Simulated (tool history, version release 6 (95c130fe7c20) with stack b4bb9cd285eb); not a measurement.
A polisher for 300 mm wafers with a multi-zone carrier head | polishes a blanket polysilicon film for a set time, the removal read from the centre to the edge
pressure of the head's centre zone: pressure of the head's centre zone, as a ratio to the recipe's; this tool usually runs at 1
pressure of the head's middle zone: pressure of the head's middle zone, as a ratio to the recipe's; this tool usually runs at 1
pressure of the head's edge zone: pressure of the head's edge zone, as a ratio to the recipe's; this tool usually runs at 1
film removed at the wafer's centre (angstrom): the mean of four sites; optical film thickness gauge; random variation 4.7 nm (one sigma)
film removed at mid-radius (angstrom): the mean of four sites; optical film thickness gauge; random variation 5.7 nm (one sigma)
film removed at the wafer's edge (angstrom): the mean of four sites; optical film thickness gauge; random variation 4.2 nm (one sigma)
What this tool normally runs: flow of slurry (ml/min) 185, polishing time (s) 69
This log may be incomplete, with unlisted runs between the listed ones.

run	hour	flow of slurry (ml/min)	pressure of the head's centre zone	pressure of the head's middle zone	pressure of the head's edge zone	polishing time (s)	wafers since the last listed run	wafers polished on this pad	hours since the slurry nozzle was cleaned	hours since the centre zone pressure was calibrated	hours since the edge zone pressure was calibrated	hours since the carrier head's membrane was replaced	incoming thickness of the incoming film, nm	film removed at the wafer's centre (angstrom)	film removed at mid-radius (angstrom)	film removed at the wafer's edge (angstrom)
1	0	185	1	1	1.02	69	0	108	428.2	562.9	1092.8	1462.5	2007.8	4455	4737	4869
2	33.8	185	1	1	1.02	69	470	579	462	596.7	1126.6	1496.3	2020.9	4408	4653	4908
3	49.2	185	1	1	1	69	214	793	477.4	612.1	1142	1511.7	2051.9	4406	4588	4786
# hour 81.9: worn pad replaced by a new one
# hour 155.8: slurry nozzle cleaned
4	156.3	140	1	1	1	69	1422	1022	0.5	719.2	1249.1	1618.8	2004.9	4485	4702	4900
# hour 167.9: worn pad replaced by a new one
# hour 171.5: carrier head's membrane replaced by a new one
5	174.9	185	1	1	1	69	152	47	19.1	737.8	1267.7	3.4	2060	4621	5041	5046
# hour 204.4: edge zone pressure recalibrated
6	210.4	185	1	1	1	69	466	514	54.6	773.3	6	38.9	2010	4649	4884	4928
7	224.9	185	1	1	1	69	201	716	69.1	787.8	20.5	53.4	2008.6	4527	4932	4970
8	254.9	185	1	1	1	86	417	1133	99.1	817.8	50.5	83.4	2053.8	5758	6207	6199
# hour 268.7: worn pad replaced by a new one
9	283.9	185	1	1	1.08	69	348	211	128.1	846.8	79.5	112.4	2036.1	4560	4933	5120
# hour 311.3: centre zone pressure recalibrated
10	315.2	250	1	1.11	1	69	408	619	159.4	3.9	110.8	143.7	2034	5136	5376	5141
11	348.4	185	1	1	1	69	462	1081	192.6	37.1	144	176.9	2038.9	4923	4940	5026
# hour 362.8: worn pad replaced by a new one
12	392.3	185	1	1	1.08	69	555	410	236.5	81	187.9	220.8	2033.7	4770	4910	5096
13	412.2	215	1	1	1	47	277	687	256.4	100.9	207.8	240.7	2024.3	3345	3389	3417
14	442.8	125	1	1	1	69	426	1114	287	131.5	238.4	271.3	2046.2	4544	4603	4692

5 ways to go on from here, each from the tool as it stands after run 14. What would each give?
A	443.2	185	1	1	1	69	5	1119	287.4	131.9	238.8	271.7	2070.2	?	?	?
B	443.2	215	1.09	1	0.91	78	5	1119	287.4	131.9	238.8	271.7	2070.2	?	?	?
C	443.2	185	0.89	1	1	83	5	1119	287.4	131.9	238.8	271.7	2070.2	?	?	?
D	443.2	155	1	1.05	1.04	83	5	1119	287.4	131.9	238.8	271.7	2070.2	?	?	?
E	443.2	185	1	1	0.94	69	5	1119	287.4	131.9	238.8	271.7	2070.2	?	?	?

run	film removed at the wafer's centre (angstrom)	film removed at mid-radius (angstrom)	film removed at the wafer's edge (angstrom)
A	4725	4845	4934
B	5955	5582	5410
C	5052	5832	5936
D	5532	5843	5943
E	4725	4846	4791
Stripped of hidden state, with their random variation kept, the same runs would have yielded:
run	film removed at the wafer's centre (angstrom)	film removed at mid-radius (angstrom)	film removed at the wafer's edge (angstrom)
A	5052	4993	5044
B	6343	5735	5520
C	5403	6009	6068
D	5941	6044	6090
E	5052	4993	4898
